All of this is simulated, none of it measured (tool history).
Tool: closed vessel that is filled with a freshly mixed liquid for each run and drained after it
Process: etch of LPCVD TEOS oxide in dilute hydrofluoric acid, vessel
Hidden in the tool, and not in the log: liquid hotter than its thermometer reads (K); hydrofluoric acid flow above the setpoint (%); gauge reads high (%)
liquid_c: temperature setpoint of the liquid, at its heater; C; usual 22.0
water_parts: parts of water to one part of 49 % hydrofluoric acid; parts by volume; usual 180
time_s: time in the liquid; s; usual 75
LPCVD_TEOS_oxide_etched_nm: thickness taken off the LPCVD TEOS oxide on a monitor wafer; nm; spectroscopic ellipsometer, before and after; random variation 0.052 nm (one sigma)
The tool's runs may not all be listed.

| run | hour | liquid_c | water_parts | time_s | wafers since the last listed run | hours since the thermometer was replaced | hours since the hydrofluoric acid flow meter was replaced | hours since the gauge calibration | read-back film thickness of the LPCVD TEOS oxide reference wafer, read on the same gauge (nm) | LPCVD_TEOS_oxide_etched_nm |
|---|---|---|---|---|---|---|---|---|---|---|
| 1 | 0.0 | 22.0 | 180 | 75 | 0 | 411.4 | 1439.3 | 594.6 | 69.99 | 6.39 |
| 2 | 30.3 | 22.0 | 180 | 75 | 2594 | 441.7 | 1469.6 | 624.9 | 70.01 | 6.54 |
| 3 | 61.9 | 22.0 | 180 | 75 | 2706 | 473.3 | 1501.2 | 656.5 | 69.99 | 6.51 |
| 4 | 135.7 | 22.0 | 180 | 75 | 6320 | 547.1 | 1575.0 | 730.3 | 70.00 | 6.53 |
| 5 | 171.4 | 22.0 | 180 | 75 | 3057 | 582.8 | 1610.7 | 766.0 | 70.00 | 6.47 |
| 6 | 209.5 | 22.0 | 180 | 75 | 3262 | 620.9 | 1648.8 | 804.1 | 69.99 | 6.67 |
| 7 | 243.0 | 22.0 | 180 | 75 | 2868 | 654.4 | 1682.3 | 837.6 | 69.98 | 6.58 |
| 8 | 273.9 | 21.0 | 125 | 75 | 2646 | 685.3 | 1713.2 | 868.5 | 70.02 | 9.84 |
| 9 | 303.4 | 21.0 | 125 | 75 | 2526 | 714.8 | 1742.7 | 898.0 | 69.99 | 9.80 |
|  | 312.5 | gauge calibrated |
| 10 | 325.2 | 22.0 | 180 | 75 | 1866 | 736.6 | 1764.5 | 12.7 | 69.98 | 6.60 |
| 11 | 350.4 | 22.0 | 180 | 75 | 2158 | 761.8 | 1789.7 | 37.9 | 70.00 | 6.63 |
| 12 | 384.9 | 22.0 | 180 | 75 | 2954 | 796.3 | 1824.2 | 72.4 | 70.01 | 6.63 |
| 13 | 401.4 | 22.0 | 265 | 35 | 1413 | 812.8 | 1840.7 | 88.9 | 70.00 | 1.94 |
| 14 | 416.5 | 26.5 | 95 | 90 | 1293 | 827.9 | 1855.8 | 104.0 | 70.00 | 19.89 |
| 15 | 446.5 | 22.0 | 180 | 50 | 2569 | 857.9 | 1885.8 | 134.0 | 70.00 | 4.44 |
| 16 | 468.6 | 26.5 | 210 | 50 | 1892 | 880.0 | 1907.9 | 156.1 | 69.99 | 4.34 |
| 17 | 486.6 | 22.0 | 180 | 115 | 1541 | 898.0 | 1925.9 | 174.1 | 70.02 | 10.33 |
| 18 | 504.6 | 22.0 | 180 | 75 | 1541 | 916.0 | 1943.9 | 192.1 | 70.00 | 6.75 |
| 19 | 535.9 | 22.0 | 180 | 75 | 2680 | 947.3 | 1975.2 | 223.4 | 70.01 | 6.62 |
| 20 | 571.7 | 22.0 | 180 | 45 | 3065 | 983.1 | 2011.0 | 259.2 | 70.03 | 4.04 |
|  | 579.7 | hydrofluoric acid flow meter replaced |
|  | 603.4 | thermometer replaced |
| 21 | 606.7 | 25.0 | 205 | 75 | 2826 | 3.3 | 27.0 | 294.2 | 70.01 | 5.93 |
| 22 | 626.0 | 22.0 | 105 | 30 | 1652 | 22.6 | 46.3 | 313.5 | 70.00 | 4.66 |
| 23 | 674.4 | 22.0 | 180 | 75 | 4144 | 71.0 | 94.7 | 361.9 | 70.02 | 6.31 |
| 24 | 770.2 | 26.0 | 180 | 55 | 8204 | 166.8 | 190.5 | 457.7 | 69.99 | 5.39 |
| 25 | 804.8 | 25.0 | 210 | 75 | 2963 | 201.4 | 225.1 | 492.3 | 69.99 | 5.86 |
| 26 | 835.4 | 22.0 | 180 | 60 | 2620 | 232.0 | 255.7 | 522.9 | 70.00 | 5.06 |
| 27 | 850.2 | 22.0 | 95 | 95 | 1267 | 246.8 | 270.5 | 537.7 | 70.00 | 16.74 |
| 28 | 878.5 | 22.0 | 205 | 75 | 2423 | 275.1 | 298.8 | 566.0 | 70.02 | 5.44 |
| 29 | 892.4 | 19.0 | 245 | 60 | 1190 | 289.0 | 312.7 | 579.9 | 70.02 | 3.13 |
| 30 | 906.2 | 22.0 | 180 | 75 | 1181 | 302.8 | 326.5 | 593.7 | 69.99 | 6.38 |
| 31 | 934.5 | 18.0 | 265 | 120 | 2423 | 331.1 | 354.8 | 622.0 | 70.00 | 5.45 |
| 32 | 981.7 | 25.5 | 180 | 75 | 4042 | 378.3 | 402.0 | 669.2 | 70.00 | 7.30 |
| 33 | 996.6 | 27.0 | 180 | 105 | 1276 | 393.2 | 416.9 | 684.1 | 69.97 | 10.92 |

How the hidden state differs across the entries between the runs, from the last listed run before each to the first after it:
Between runs 9 and 10: gauge calibrated (hour 312.5)
  liquid hotter than its thermometer reads (K): 1.81 -> 1.85
  measured less the result without the state, LPCVD_TEOS_oxide_etched_nm: +0.68 -> +0.44 nm
Between runs 20 and 21: hydrofluoric acid flow meter replaced (hour 579.7); thermometer replaced (hour 603.4)
  liquid hotter than its thermometer reads (K): 2.38 -> 0.25
  measured less the result without the state, LPCVD_TEOS_oxide_etched_nm: +0.35 -> +0.05 nm
